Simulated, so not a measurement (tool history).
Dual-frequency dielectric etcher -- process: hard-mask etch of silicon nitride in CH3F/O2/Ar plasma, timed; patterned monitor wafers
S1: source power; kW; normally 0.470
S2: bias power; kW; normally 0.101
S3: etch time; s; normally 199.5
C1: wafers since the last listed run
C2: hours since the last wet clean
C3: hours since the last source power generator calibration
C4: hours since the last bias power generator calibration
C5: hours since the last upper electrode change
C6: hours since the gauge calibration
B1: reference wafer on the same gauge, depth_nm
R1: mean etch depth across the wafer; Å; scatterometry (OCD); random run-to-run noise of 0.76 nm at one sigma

Run 1, day 0.000: usual settings but S1 0.560 kW, S3 181.5 s; C1 0; C2 292.7; C3 3375.1; C4 3250.4; C5 4661.4; C6 233.1; B1 143.0. Result: R1 1470 Å.
Run 2, day 1.325: usual settings but S1 0.560 kW, S3 181.5 s; C1 234; C2 324.5; C3 3406.9; C4 3282.2; C5 4693.2; C6 264.9; B1 142.8. Result: R1 1490 Å.
Run 3, day 1.583: usual settings but S1 0.560 kW, S3 181.5 s; C1 45; C2 330.7; C3 3413.1; C4 3288.4; C5 4699.4; C6 271.1; B1 142.9. Result: R1 1484 Å.
Run 4, day 2.108: usual settings; C1 92; C2 343.3; C3 3425.7; C4 3301.0; C5 4712.0; C6 283.7; B1 143.0. Result: R1 1473 Å.
Run 5, day 2.792: usual settings; C1 120; C2 359.7; C3 3442.1; C4 3317.4; C5 4728.4; C6 300.1; B1 143.3. Result: R1 1477 Å.
Run 6, day 3.258: usual settings but S2 0.110 kW; C1 82; C2 370.9; C3 3453.3; C4 3328.6; C5 4739.6; C6 311.3; B1 143.0. Result: R1 1523 Å.
Run 7, day 3.633: usual settings but S1 0.500 kW; C1 66; C2 379.9; C3 3462.3; C4 3337.6; C5 4748.6; C6 320.3; B1 143.0. Result: R1 1527 Å.
Run 8, day 4.300: usual settings but S2 0.112 kW; C1 117; C2 395.9; C3 3478.3; C4 3353.6; C5 4764.6; C6 336.3; B1 143.1. Result: R1 1520 Å.
Run 9, day 4.571: usual settings; C1 47; C2 402.4; C3 3484.8; C4 3360.1; C5 4771.1; C6 342.8; B1 142.9. Result: R1 1483 Å.
Run 10, day 5.225: usual settings; C1 115; C2 418.1; C3 3500.5; C4 3375.8; C5 4786.8; C6 358.5; B1 143.1. Result: R1 1482 Å.
At day 5.875: source power generator calibrated.
Run 11, day 5.896: usual settings; C1 89; C2 434.2; C3 0.5; C4 3391.9; C5 4802.9; C6 374.6; B1 142.8. Result: R1 1486 Å.
At day 7.138: wet clean of the chamber.
Run 12, day 7.158: usual settings but S1 0.590 kW, S2 0.116 kW, S3 152.0 s; C1 46; C2 0.5; C3 30.8; C4 3422.2; C5 4833.2; C6 404.9; B1 143.0. Result: R1 1329 Å.
Run 13, day 7.175: usual settings but S1 0.350 kW, S3 168.5 s; C1 2; C2 0.9; C3 31.2; C4 3422.6; C5 4833.6; C6 405.3; B1 143.0. Result: R1 1039 Å.
At day 7.517: gauge calibrated.
At day 8.938: upper electrode replaced.
Run 14, day 8.958: usual settings but S2 0.124 kW, S3 180.0 s; C1 138; C2 43.7; C3 74.0; C4 3465.4; C5 0.5; C6 34.6; B1 143.1. Result: R1 1427 Å.
At day 9.417: bias power generator calibrated.
Run 15, day 9.438: usual settings but S1 0.540 kW, S2 0.112 kW; C1 55; C2 55.2; C3 85.5; C4 0.5; C5 12.0; C6 46.1; B1 143.2. Result: R1 1655 Å.
Run 16, day 9.767: usual settings but S1 0.520 kW; C1 58; C2 63.1; C3 93.4; C4 8.4; C5 19.9; C6 54.0; B1 143.1. Result: R1 1575 Å.
Run 17, day 10.429: usual settings; C1 117; C2 79.0; C3 109.3; C4 24.3; C5 35.8; C6 69.9; B1 142.9. Result: R1 1489 Å.
Run 18, day 12.046: usual settings but S1 0.390 kW; C1 285; C2 117.8; C3 148.1; C4 63.1; C5 74.6; C6 108.7; B1 142.9. Result: R1 1324 Å.
Run 19, day 12.408: usual settings but S2 0.080 kW; C1 64; C2 126.5; C3 156.8; C4 71.8; C5 83.3; C6 117.4; B1 142.9. Result: R1 1375 Å.
Run 20, day 13.125: usual settings but S3 143.0 s; C1 126; C2 143.7; C3 174.0; C4 89.0; C5 100.5; C6 134.6; B1 143.0. Result: R1 1067 Å.
Run 21, day 13.396: usual settings; C1 47; C2 150.2; C3 180.5; C4 95.5; C5 107.0; C6 141.1; B1 143.1. Result: R1 1484 Å.
Run 22, day 14.071: usual settings but S2 0.110 kW, S3 144.5 s; C1 119; C2 166.4; C3 196.7; C4 111.7; C5 123.2; C6 157.3; B1 142.9. Result: R1 1085 Å.

What was the tool's hidden state at every run in the log?
etch rate over this chamber's usual, %: 0 in every run
source power that arrives over what is set, %: 0 in every run
bias power that arrives over what is set, %: 0 in every run
gauge reads high (%): 0 in every run
